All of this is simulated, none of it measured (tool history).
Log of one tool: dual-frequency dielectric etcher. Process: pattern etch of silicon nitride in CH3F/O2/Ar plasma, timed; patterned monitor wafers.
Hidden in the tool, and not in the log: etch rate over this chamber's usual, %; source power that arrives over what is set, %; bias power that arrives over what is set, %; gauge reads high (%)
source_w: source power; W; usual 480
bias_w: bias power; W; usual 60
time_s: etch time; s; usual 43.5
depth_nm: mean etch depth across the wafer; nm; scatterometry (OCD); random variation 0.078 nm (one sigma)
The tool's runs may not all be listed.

| run | hour | source_w | bias_w | time_s | wafers since the last listed run | hours since the last wet clean | hours since the last source power generator calibration | hours since the last bias power generator calibration | hours since the last upper electrode change | hours since the gauge calibration | read-back reference wafer on the same gauge, depth_nm | depth_nm |
|---|---|---|---|---|---|---|---|---|---|---|---|---|
| 1 | 0.0 | 480 | 60 | 43.5 | 0 | 66.9 | 2715.2 | 1809.7 | 2327.9 | 70.6 | 23.89 | 27.32 |
| 2 | 28.8 | 420 | 60 | 43.5 | 454 | 95.7 | 2744.0 | 1838.5 | 2356.7 | 99.4 | 23.89 | 26.49 |
| 3 | 63.4 | 420 | 60 | 43.5 | 546 | 130.3 | 2778.6 | 1873.1 | 2391.3 | 134.0 | 23.90 | 26.34 |
| 4 | 96.1 | 480 | 60 | 43.5 | 516 | 163.0 | 2811.3 | 1905.8 | 2424.0 | 166.7 | 23.91 | 27.56 |
| 5 | 116.0 | 480 | 67 | 43.5 | 314 | 182.9 | 2831.2 | 1925.7 | 2443.9 | 186.6 | 23.90 | 29.03 |
| 6 | 140.4 | 560 | 60 | 43.5 | 385 | 207.3 | 2855.6 | 1950.1 | 2468.3 | 211.0 | 23.90 | 28.69 |
| 7 | 157.6 | 560 | 60 | 43.5 | 271 | 224.5 | 2872.8 | 1967.3 | 2485.5 | 228.2 | 23.91 | 28.78 |
| 8 | 185.3 | 560 | 60 | 43.5 | 437 | 252.2 | 2900.5 | 1995.0 | 2513.2 | 255.9 | 23.91 | 28.76 |
| 9 | 286.9 | 480 | 68 | 43.5 | 1604 | 353.8 | 3002.1 | 2096.6 | 2614.8 | 357.5 | 23.90 | 29.46 |
| 10 | 307.9 | 480 | 60 | 43.5 | 331 | 374.8 | 3023.1 | 2117.6 | 2635.8 | 378.5 | 23.90 | 27.80 |
| 11 | 337.8 | 480 | 52 | 43.5 | 472 | 404.7 | 3053.0 | 2147.5 | 2665.7 | 408.4 | 23.89 | 25.92 |
| 12 | 370.9 | 480 | 52 | 43.5 | 522 | 437.8 | 3086.1 | 2180.6 | 2698.8 | 441.5 | 23.89 | 25.92 |
|  | 384.9 | bias power generator calibrated |
| 13 | 392.0 | 480 | 54 | 43.5 | 270 | 458.9 | 3107.2 | 7.1 | 2719.9 | 462.6 | 23.91 | 26.44 |
| 14 | 425.8 | 480 | 60 | 43.5 | 533 | 492.7 | 3141.0 | 40.9 | 2753.7 | 496.4 | 23.90 | 27.90 |
|  | 461.2 | wet clean of the chamber |
| 15 | 461.7 | 580 | 68 | 49.0 | 187 | 0.5 | 3176.9 | 76.8 | 2789.6 | 532.3 | 23.90 | 35.62 |
| 16 | 468.7 | 390 | 60 | 48.5 | 110 | 7.5 | 3183.9 | 83.8 | 2796.6 | 539.3 | 23.91 | 29.61 |
|  | 483.9 | gauge calibrated |
| 17 | 491.1 | 480 | 60 | 43.5 | 353 | 29.9 | 3206.3 | 106.2 | 2819.0 | 7.2 | 23.89 | 28.18 |
|  | 572.1 | upper electrode replaced |
| 18 | 572.6 | 480 | 60 | 43.5 | 908 | 111.4 | 3287.8 | 187.7 | 0.5 | 88.7 | 23.90 | 28.22 |
| 19 | 586.6 | 580 | 68 | 49.0 | 221 | 125.4 | 3301.8 | 201.7 | 14.5 | 102.7 | 23.90 | 35.84 |
| 20 | 609.8 | 400 | 60 | 43.5 | 366 | 148.6 | 3325.0 | 224.9 | 37.7 | 125.9 | 23.90 | 26.90 |
| 21 | 631.5 | 480 | 68 | 56.0 | 342 | 170.3 | 3346.7 | 246.6 | 59.4 | 147.6 | 23.89 | 38.68 |
|  | 661.4 | source power generator calibrated |
|  | 667.9 | wet clean of the chamber, repeated, since the last time left the tool worse |
| 22 | 668.4 | 480 | 60 | 37.5 | 417 | 0.5 | 7.0 | 283.5 | 96.3 | 184.5 | 23.89 | 23.54 |
| 23 | 678.1 | 480 | 60 | 37.0 | 153 | 10.2 | 16.7 | 293.2 | 106.0 | 194.2 | 23.91 | 23.38 |
| 24 | 694.2 | 530 | 52 | 43.5 | 254 | 26.3 | 32.8 | 309.3 | 122.1 | 210.3 | 23.90 | 26.39 |
| 25 | 717.0 | 480 | 60 | 43.5 | 360 | 49.1 | 55.6 | 332.1 | 144.9 | 233.1 | 23.90 | 27.39 |
| 26 | 742.3 | 480 | 60 | 48.0 | 399 | 74.4 | 80.9 | 357.4 | 170.2 | 258.4 | 23.90 | 30.27 |
| 27 | 770.4 | 520 | 60 | 31.0 | 443 | 102.5 | 109.0 | 385.5 | 198.3 | 286.5 | 23.89 | 20.08 |
| 28 | 806.3 | 480 | 64 | 30.5 | 567 | 138.4 | 144.9 | 421.4 | 234.2 | 322.4 | 23.90 | 19.84 |
| 29 | 820.8 | 430 | 64 | 43.5 | 229 | 152.9 | 159.4 | 435.9 | 248.7 | 336.9 | 23.90 | 27.48 |
| 30 | 854.9 | 480 | 60 | 43.5 | 538 | 187.0 | 193.5 | 470.0 | 282.8 | 371.0 | 23.90 | 27.53 |

What the log doesn't show, run by run:
source power that arrives over what is set, %: 0 in every run
bias power that arrives over what is set, %: 0 in every run
gauge reads high (%): 0 in every run
H1: etch rate over this chamber's usual, %
| run | H1 |
|---|---|
| 1 | 0.155 |
| 2 | 0.255 |
| 3 | 0.375 |
| 4 | 0.488 |
| 5 | 0.557 |
| 6 | 0.641 |
| 7 | 0.701 |
| 8 | 0.797 |
| 9 | 1.15 |
| 10 | 1.22 |
| 11 | 1.32 |
| 12 | 1.44 |
| 13 | 1.51 |
| 14 | 1.63 |
| 15 | 2.82 |
| 16 | 2.84 |
| 17 | 2.92 |
| 18 | 3.2 |
| 19 | 3.25 |
| 20 | 3.33 |
| 21 | 3.4 |
| 22 | -0.128 |
| 23 | -0.0941 |
| 24 | -0.0384 |
| 25 | 0.0405 |
| 26 | 0.128 |
| 27 | 0.225 |
| 28 | 0.35 |
| 29 | 0.4 |
| 30 | 0.518 |
